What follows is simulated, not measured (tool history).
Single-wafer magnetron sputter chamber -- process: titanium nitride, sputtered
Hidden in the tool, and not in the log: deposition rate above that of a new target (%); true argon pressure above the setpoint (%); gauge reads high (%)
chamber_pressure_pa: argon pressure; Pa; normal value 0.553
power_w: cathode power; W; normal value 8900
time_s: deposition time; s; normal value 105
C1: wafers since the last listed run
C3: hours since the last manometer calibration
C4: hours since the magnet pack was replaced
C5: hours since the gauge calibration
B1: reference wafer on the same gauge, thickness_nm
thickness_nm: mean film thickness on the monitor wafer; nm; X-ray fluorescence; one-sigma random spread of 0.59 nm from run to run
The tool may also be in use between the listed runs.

{"run": 1, "hour": 0.0, "chamber_pressure_pa": 0.553, "power_w": 8900, "time_s": 105, "C1": 0, "wafers on the sputter target": 1905, "C3": 1212.9, "C4": 10037.0, "C5": 859.7, "B1": 193.118, "thickness_nm": 176.189}
{"run": 2, "hour": 64.6, "chamber_pressure_pa": 0.553, "power_w": 8900, "time_s": 105, "C1": 888, "wafers on the sputter target": 2793, "C3": 1277.5, "C4": 10101.6, "C5": 924.3, "B1": 192.881, "thickness_nm": 175.406}
{"run": 3, "hour": 95.2, "chamber_pressure_pa": 0.553, "power_w": 8900, "time_s": 105, "C1": 420, "wafers on the sputter target": 3214, "C3": 1308.1, "C4": 10132.2, "C5": 954.9, "B1": 192.907, "thickness_nm": 174.494}
{"run": 4, "hour": 138.0, "chamber_pressure_pa": 0.553, "power_w": 8900, "time_s": 105, "C1": 588, "wafers on the sputter target": 3802, "C3": 1350.9, "C4": 10175.0, "C5": 997.7, "B1": 193.07, "thickness_nm": 174.711}
{"run": 5, "hour": 170.1, "chamber_pressure_pa": 0.553, "power_w": 8900, "time_s": 105, "C1": 441, "wafers on the sputter target": 4243, "C3": 1383.0, "C4": 10207.1, "C5": 1029.8, "B1": 193.043, "thickness_nm": 174.223}
{"hour": 298.2, "done": "sputter target and shields replaced"}
{"run": 6, "hour": 376.3, "chamber_pressure_pa": 0.553, "power_w": 8900, "time_s": 105, "C1": 2725, "wafers on the sputter target": 1073, "C3": 1589.2, "C4": 10413.3, "C5": 1236.0, "B1": 193.145, "thickness_nm": 176.313}
{"run": 7, "hour": 417.2, "chamber_pressure_pa": 0.553, "power_w": 8900, "time_s": 105, "C1": 562, "wafers on the sputter target": 1636, "C3": 1630.1, "C4": 10454.2, "C5": 1276.9, "B1": 192.932, "thickness_nm": 175.805}
{"hour": 499.5, "done": "capacitance manometer re-zeroed and calibrated"}
{"run": 8, "hour": 507.9, "chamber_pressure_pa": 0.553, "power_w": 8900, "time_s": 105, "C1": 1137, "wafers on the sputter target": 2773, "C3": 8.4, "C4": 10544.9, "C5": 1367.6, "B1": 193.09, "thickness_nm": 174.758}
{"run": 9, "hour": 532.7, "chamber_pressure_pa": 0.553, "power_w": 8900, "time_s": 105, "C1": 340, "wafers on the sputter target": 3114, "C3": 33.2, "C4": 10569.7, "C5": 1392.4, "B1": 192.903, "thickness_nm": 174.479}
{"run": 10, "hour": 574.7, "chamber_pressure_pa": 0.553, "power_w": 8900, "time_s": 105, "C1": 577, "wafers on the sputter target": 3691, "C3": 75.2, "C4": 10611.7, "C5": 1434.4, "B1": 192.832, "thickness_nm": 173.436}
{"hour": 600.7, "done": "gauge calibrated"}
{"run": 11, "hour": 724.8, "chamber_pressure_pa": 0.553, "power_w": 8900, "time_s": 105, "C1": 2063, "wafers on the sputter target": 5755, "C3": 225.3, "C4": 10761.8, "C5": 124.1, "B1": 192.899, "thickness_nm": 174.147}
{"run": 12, "hour": 749.4, "chamber_pressure_pa": 0.553, "power_w": 8900, "time_s": 105, "C1": 338, "wafers on the sputter target": 6093, "C3": 249.9, "C4": 10786.4, "C5": 148.7, "B1": 193.002, "thickness_nm": 172.951}
{"hour": 781.1, "done": "magnet pack replaced"}
{"run": 13, "hour": 781.6, "chamber_pressure_pa": 0.553, "power_w": 8900, "time_s": 105, "C1": 332, "wafers on the sputter target": 6426, "C3": 282.1, "C4": 0.5, "C5": 180.9, "B1": 192.983, "thickness_nm": 172.953}
{"hour": 798.9, "done": "sputter target and shields replaced"}
{"run": 14, "hour": 805.9, "chamber_pressure_pa": 0.553, "power_w": 8900, "time_s": 105, "C1": 224, "wafers on the sputter target": 96, "C3": 306.4, "C4": 24.8, "C5": 205.2, "B1": 192.897, "thickness_nm": 180.698}
{"run": 15, "hour": 865.1, "chamber_pressure_pa": 0.553, "power_w": 8900, "time_s": 105, "C1": 813, "wafers on the sputter target": 910, "C3": 365.6, "C4": 84.0, "C5": 264.4, "B1": 192.875, "thickness_nm": 177.717}
{"run": 16, "hour": 907.0, "chamber_pressure_pa": 0.651, "power_w": 10200, "time_s": 93, "C1": 576, "wafers on the sputter target": 1486, "C3": 407.5, "C4": 125.9, "C5": 306.3, "B1": 192.981, "thickness_nm": 168.618}
{"run": 17, "hour": 971.6, "chamber_pressure_pa": 0.485, "power_w": 8100, "time_s": 105, "C1": 888, "wafers on the sputter target": 2374, "C3": 472.1, "C4": 190.5, "C5": 370.9, "B1": 192.836, "thickness_nm": 166.707}
{"run": 18, "hour": 1006.0, "chamber_pressure_pa": 0.64, "power_w": 8900, "time_s": 105, "C1": 472, "wafers on the sputter target": 2847, "C3": 506.5, "C4": 224.9, "C5": 405.3, "B1": 192.993, "thickness_nm": 166.182}
{"run": 19, "hour": 1031.8, "chamber_pressure_pa": 0.553, "power_w": 8900, "time_s": 105, "C1": 354, "wafers on the sputter target": 3202, "C3": 532.3, "C4": 250.7, "C5": 431.1, "B1": 193.023, "thickness_nm": 175.045}
{"run": 20, "hour": 1083.2, "chamber_pressure_pa": 0.553, "power_w": 10500, "time_s": 105, "C1": 706, "wafers on the sputter target": 3908, "C3": 583.7, "C4": 302.1, "C5": 482.5, "B1": 192.965, "thickness_nm": 205.401}
{"run": 21, "hour": 1140.5, "chamber_pressure_pa": 0.553, "power_w": 8900, "time_s": 93, "C1": 787, "wafers on the sputter target": 4696, "C3": 641.0, "C4": 359.4, "C5": 539.8, "B1": 193.088, "thickness_nm": 154.458}
{"run": 22, "hour": 1204.2, "chamber_pressure_pa": 0.391, "power_w": 8900, "time_s": 105, "C1": 875, "wafers on the sputter target": 5572, "C3": 704.7, "C4": 423.1, "C5": 603.5, "B1": 193.032, "thickness_nm": 191.702}
{"hour": 1233.6, "done": "sputter target and shields replaced"}
{"run": 23, "hour": 1254.5, "chamber_pressure_pa": 0.493, "power_w": 9800, "time_s": 105, "C1": 581, "wafers on the sputter target": 287, "C3": 755.0, "C4": 473.4, "C5": 653.8, "B1": 192.919, "thickness_nm": 206.021}
{"run": 24, "hour": 1297.2, "chamber_pressure_pa": 0.356, "power_w": 8900, "time_s": 86, "C1": 587, "wafers on the sputter target": 874, "C3": 797.7, "C4": 516.1, "C5": 696.5, "B1": 192.991, "thickness_nm": 164.987}
{"run": 25, "hour": 1359.1, "chamber_pressure_pa": 0.727, "power_w": 8900, "time_s": 105, "C1": 851, "wafers on the sputter target": 1725, "C3": 859.6, "C4": 578.0, "C5": 758.4, "B1": 192.949, "thickness_nm": 159.453}

How the hidden state differs across the entries between the runs, from the last listed run before each to the first after it:
Run 5 -> run 6: sputter target and shields replaced (hour 298.2)
  deposition rate above that of a new target (%): -3.87 -> -1.95
  difference, measured minus the result without the unlogged condition, thickness_nm: -7.020 -> -3.511 nm
Run 7 -> run 8: capacitance manometer re-zeroed and calibrated (hour 499.5)
  deposition rate above that of a new target (%): -2.56 -> -3.45
  difference, measured minus the result without the unlogged condition, thickness_nm: -4.622 -> -6.252 nm
Run 10 -> run 11: gauge calibrated (hour 600.7)
  deposition rate above that of a new target (%): -3.85 -> -4.3
  difference, measured minus the result without the unlogged condition, thickness_nm: -6.937 -> -7.820 nm
Run 12 -> run 13: magnet pack replaced (hour 781.1)
  deposition rate above that of a new target (%): -4.34 -> -4.38
  difference, measured minus the result without the unlogged condition, thickness_nm: -7.843 -> -7.927 nm
Run 13 -> run 14: sputter target and shields replaced (hour 798.9)
  deposition rate above that of a new target (%): -4.38 -> -0.199
  difference, measured minus the result without the unlogged condition, thickness_nm: -7.927 -> -0.360 nm
Run 22 -> run 23: sputter target and shields replaced (hour 1233.6)
  deposition rate above that of a new target (%): -4.03 -> -0.801
  difference, measured minus the result without the unlogged condition, thickness_nm: -8.055 -> -1.663 nm
